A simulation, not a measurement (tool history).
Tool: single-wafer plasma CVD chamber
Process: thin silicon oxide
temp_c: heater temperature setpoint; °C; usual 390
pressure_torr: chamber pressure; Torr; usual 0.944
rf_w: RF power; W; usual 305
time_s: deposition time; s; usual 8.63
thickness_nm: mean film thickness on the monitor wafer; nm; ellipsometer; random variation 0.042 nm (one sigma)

run	hour	temp_c	pressure_torr	rf_w	time_s	read-back reference wafer on the same gauge, thickness_nm	thickness_nm
1	0.0	390	1.012	305	8.63	17.011	19.268
2	27.4	390	1.012	305	8.63	16.989	19.313
3	51.3	390	0.944	305	8.63	17.007	18.123
4	75.6	390	0.944	270	8.63	17.023	17.060
5	111.1	390	0.944	290	8.63	16.985	17.694
6	124.7	390	0.944	305	9.84	16.994	20.565
7	152.9	390	0.944	305	9.84	17.000	20.552
8	183.6	390	0.944	305	9.84	17.014	20.616
9	200.4	390	1.045	270	8.63	16.997	18.482
10	286.4	390	1.045	270	8.63	17.015	18.492
11	316.0	390	0.944	305	10.06	16.999	21.013
12	337.5	390	0.944	305	8.63	16.984	18.080
13	360.2	404	0.944	305	8.63	17.009	17.790
14	376.1	390	0.944	305	8.63	16.999	17.994
# hour 394.6: thermocouple changed; heater temperature recalibrated
# hour 403.9: RF generator calibrated
# hour 420.0: capacitance manometer re-zeroed and calibrated
# hour 448.0: showerhead replaced
15	455.4	386	0.944	305	7.70	16.988	15.602
16	467.7	384	1.067	360	8.63	16.998	20.851
17	481.5	390	0.944	305	8.63	16.983	17.480
# hour 485.5: gauge calibrated
18	505.5	398	0.944	280	7.11	17.003	13.690
# hour 544.3: RF generator calibrated, repeated, since the last time left the tool worse
19	585.4	404	1.168	330	7.29	17.013	18.751
20	609.2	381	0.847	305	7.68	16.995	14.855

3 ways to go on from here, each from the tool as it stands after run 20. What would each give?
A	609.6	381	0.944	305	8.63	?	?
B	609.6	400	0.714	350	7.76	?	?
C	609.6	385	0.735	305	8.63	?	?

run	read-back reference wafer on the same gauge, thickness_nm	thickness_nm
A	16.995	18.450
B	16.995	12.813
C	16.995	14.049
Without the tool's hidden state the same runs would have given:
run	thickness_nm
A	18.471
B	12.827
C	14.065
